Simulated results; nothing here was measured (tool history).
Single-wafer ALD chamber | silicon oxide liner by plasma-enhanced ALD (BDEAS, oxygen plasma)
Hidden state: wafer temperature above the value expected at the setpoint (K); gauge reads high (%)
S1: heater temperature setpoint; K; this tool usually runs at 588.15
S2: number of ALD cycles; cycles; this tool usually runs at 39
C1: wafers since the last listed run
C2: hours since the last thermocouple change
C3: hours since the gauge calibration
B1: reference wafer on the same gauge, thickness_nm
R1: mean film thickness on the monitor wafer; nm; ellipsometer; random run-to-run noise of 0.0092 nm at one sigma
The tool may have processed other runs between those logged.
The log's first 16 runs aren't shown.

{"run": 17, "hour": 351.0, "S1": 598.15, "S2": 32, "C1": 62, "C2": 1552.0, "C3": 192.3, "B1": 4.325, "R1": 2.986}
{"run": 18, "hour": 376.7, "S1": 602.15, "S2": 45, "C1": 123, "C2": 1577.7, "C3": 218.0, "B1": 4.336, "R1": 4.173}
{"run": 19, "hour": 390.4, "S1": 588.15, "S2": 42, "C1": 65, "C2": 1591.4, "C3": 231.7, "B1": 4.334, "R1": 4.007}
{"hour": 412.0, "done": "thermocouple changed; heater temperature recalibrated"}
{"run": 20, "hour": 418.4, "S1": 580.15, "S2": 33, "C1": 96, "C2": 6.4, "C3": 259.7, "B1": 4.342, "R1": 3.197}
{"run": 21, "hour": 452.9, "S1": 602.15, "S2": 37, "C1": 166, "C2": 40.9, "C3": 294.2, "B1": 4.348, "R1": 3.449}
{"run": 22, "hour": 473.4, "S1": 574.15, "S2": 31, "C1": 98, "C2": 61.4, "C3": 314.7, "B1": 4.353, "R1": 3.037}
{"run": 23, "hour": 495.0, "S1": 576.15, "S2": 46, "C1": 103, "C2": 83.0, "C3": 336.3, "B1": 4.358, "R1": 4.487}
{"run": 24, "hour": 525.8, "S1": 588.15, "S2": 39, "C1": 148, "C2": 113.8, "C3": 367.1, "B1": 4.36, "R1": 3.744}
{"run": 25, "hour": 548.9, "S1": 588.15, "S2": 39, "C1": 111, "C2": 136.9, "C3": 390.2, "B1": 4.365, "R1": 3.731}
{"hour": 554.5, "done": "gauge calibrated"}
{"run": 26, "hour": 567.8, "S1": 603.15, "S2": 43, "C1": 90, "C2": 155.8, "C3": 13.3, "B1": 4.315, "R1": 3.987}
{"run": 27, "hour": 587.8, "S1": 578.15, "S2": 39, "C1": 96, "C2": 175.8, "C3": 33.3, "B1": 4.318, "R1": 3.75}
{"run": 28, "hour": 608.7, "S1": 578.15, "S2": 35, "C1": 100, "C2": 196.7, "C3": 54.2, "B1": 4.326, "R1": 3.383}
{"run": 29, "hour": 621.3, "S1": 598.15, "S2": 39, "C1": 60, "C2": 209.3, "C3": 66.8, "B1": 4.327, "R1": 3.642}
{"run": 30, "hour": 651.9, "S1": 588.15, "S2": 39, "C1": 147, "C2": 239.9, "C3": 97.4, "B1": 4.331, "R1": 3.695}
{"run": 31, "hour": 665.3, "S1": 582.15, "S2": 44, "C1": 64, "C2": 253.3, "C3": 110.8, "B1": 4.329, "R1": 4.226}
{"run": 32, "hour": 701.2, "S1": 588.15, "S2": 39, "C1": 172, "C2": 289.2, "C3": 146.7, "B1": 4.339, "R1": 3.732}

What if the next run were any one of these 4? Each begins from the tool's condition after run 32:
{"run": "A", "hour": 701.7, "S1": 588.15, "S2": 39, "C1": 2, "C2": 289.7, "C3": 147.2, "B1": "?", "R1": "?"}
{"run": "B", "hour": 701.7, "S1": 592.15, "S2": 39, "C1": 2, "C2": 289.7, "C3": 147.2, "B1": "?", "R1": "?"}
{"run": "C", "hour": 701.7, "S1": 588.15, "S2": 45, "C1": 2, "C2": 289.7, "C3": 147.2, "B1": "?", "R1": "?"}
{"run": "D", "hour": 701.7, "S1": 583.15, "S2": 43, "C1": 2, "C2": 289.7, "C3": 147.2, "B1": "?", "R1": "?"}

run=A B1=4.338 R1=3.725
run=B B1=4.338 R1=3.701
run=C B1=4.338 R1=4.298
run=D B1=4.338 R1=4.141
The same runs, with their run-to-run variation unchanged, on a tool lacking any hidden condition would have given:
run=A R1=3.683
run=B R1=3.659
run=C R1=4.250
run=D R1=4.094

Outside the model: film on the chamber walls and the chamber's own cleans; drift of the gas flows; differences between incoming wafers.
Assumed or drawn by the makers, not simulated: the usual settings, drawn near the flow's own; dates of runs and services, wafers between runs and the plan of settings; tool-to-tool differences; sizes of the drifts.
